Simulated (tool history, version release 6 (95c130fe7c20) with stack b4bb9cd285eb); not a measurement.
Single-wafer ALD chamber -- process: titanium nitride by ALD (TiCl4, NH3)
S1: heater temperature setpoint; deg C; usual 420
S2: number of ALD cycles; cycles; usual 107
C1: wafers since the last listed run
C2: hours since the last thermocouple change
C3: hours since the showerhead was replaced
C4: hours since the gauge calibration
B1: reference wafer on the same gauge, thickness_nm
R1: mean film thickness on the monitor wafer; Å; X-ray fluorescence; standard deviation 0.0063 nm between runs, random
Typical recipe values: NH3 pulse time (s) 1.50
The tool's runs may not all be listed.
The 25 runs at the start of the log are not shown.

{"run": 26, "hour": 1265.9, "S1": 426, "S2": 116, "NH3 pulse time (s)": 1.28, "C1": 122, "C2": 253.7, "C3": 684.4, "C4": 196.0, "B1": 2.351, "R1": 26.99}
{"run": 27, "hour": 1306.2, "S1": 413, "S2": 117, "NH3 pulse time (s)": 1.77, "C1": 102, "C2": 294.0, "C3": 724.7, "C4": 236.3, "B1": 2.351, "R1": 27.35}
{"run": 28, "hour": 1334.3, "S1": 407, "S2": 95, "NH3 pulse time (s)": 1.74, "C1": 71, "C2": 322.1, "C3": 752.8, "C4": 264.4, "B1": 2.35, "R1": 22.15}
{"run": 29, "hour": 1369.4, "S1": 420, "S2": 107, "NH3 pulse time (s)": 1.5, "C1": 89, "C2": 357.2, "C3": 787.9, "C4": 299.5, "B1": 2.352, "R1": 24.97}
{"run": 30, "hour": 1426.2, "S1": 407, "S2": 123, "NH3 pulse time (s)": 1.32, "C1": 144, "C2": 414.0, "C3": 844.7, "C4": 356.3, "B1": 2.351, "R1": 28.43}
{"run": 31, "hour": 1490.7, "S1": 420, "S2": 107, "NH3 pulse time (s)": 1.22, "C1": 164, "C2": 478.5, "C3": 909.2, "C4": 420.8, "B1": 2.351, "R1": 24.76}
{"run": 32, "hour": 1557.0, "S1": 424, "S2": 107, "NH3 pulse time (s)": 1.69, "C1": 168, "C2": 544.8, "C3": 975.5, "C4": 487.1, "B1": 2.353, "R1": 25.26}
{"run": 33, "hour": 1603.0, "S1": 420, "S2": 107, "NH3 pulse time (s)": 1.5, "C1": 117, "C2": 590.8, "C3": 1021.5, "C4": 533.1, "B1": 2.352, "R1": 25.01}
{"run": 34, "hour": 1662.4, "S1": 420, "S2": 86, "NH3 pulse time (s)": 1.5, "C1": 151, "C2": 650.2, "C3": 1080.9, "C4": 592.5, "B1": 2.355, "R1": 20.21}
{"run": 35, "hour": 1700.1, "S1": 411, "S2": 95, "NH3 pulse time (s)": 0.92, "C1": 95, "C2": 687.9, "C3": 1118.6, "C4": 630.2, "B1": 2.354, "R1": 21.47}
{"run": 36, "hour": 1745.5, "S1": 428, "S2": 116, "NH3 pulse time (s)": 1.5, "C1": 115, "C2": 733.3, "C3": 1164.0, "C4": 675.6, "B1": 2.354, "R1": 27.28}
{"run": 37, "hour": 1813.7, "S1": 425, "S2": 107, "NH3 pulse time (s)": 1.5, "C1": 173, "C2": 801.5, "C3": 1232.2, "C4": 743.8, "B1": 2.355, "R1": 25.21}
{"run": 38, "hour": 1865.6, "S1": 420, "S2": 107, "NH3 pulse time (s)": 1.24, "C1": 132, "C2": 853.4, "C3": 1284.1, "C4": 795.7, "B1": 2.355, "R1": 24.98}
{"run": 39, "hour": 1900.9, "S1": 420, "S2": 107, "NH3 pulse time (s)": 1.5, "C1": 89, "C2": 888.7, "C3": 1319.4, "C4": 831.0, "B1": 2.357, "R1": 25.13}
{"run": 40, "hour": 1949.1, "S1": 420, "S2": 107, "NH3 pulse time (s)": 1.8, "C1": 122, "C2": 936.9, "C3": 1367.6, "C4": 879.2, "B1": 2.357, "R1": 25.25}

Forecast each of these 4 alternatives for the next run:
{"run": "A", "hour": 1949.7, "S1": 414, "S2": 107, "NH3 pulse time (s)": 1.5, "C1": 1, "C2": 937.5, "C3": 1368.2, "C4": 879.8, "B1": "?", "R1": "?"}
{"run": "B", "hour": 1949.7, "S1": 420, "S2": 115, "NH3 pulse time (s)": 1.95, "C1": 1, "C2": 937.5, "C3": 1368.2, "C4": 879.8, "B1": "?", "R1": "?"}
{"run": "C", "hour": 1949.7, "S1": 435, "S2": 113, "NH3 pulse time (s)": 1.3, "C1": 1, "C2": 937.5, "C3": 1368.2, "C4": 879.8, "B1": "?", "R1": "?"}
{"run": "D", "hour": 1949.7, "S1": 432, "S2": 107, "NH3 pulse time (s)": 1.09, "C1": 1, "C2": 937.5, "C3": 1368.2, "C4": 879.8, "B1": "?", "R1": "?"}

run=A B1=2.357 R1=25.15
run=B B1=2.357 R1=27.38
run=C B1=2.357 R1=26.61
run=D B1=2.357 R1=25.00
With no hidden state in the tool, these same runs would have given:
run=A R1=25.28
run=B R1=27.52
run=C R1=26.75
run=D R1=25.13
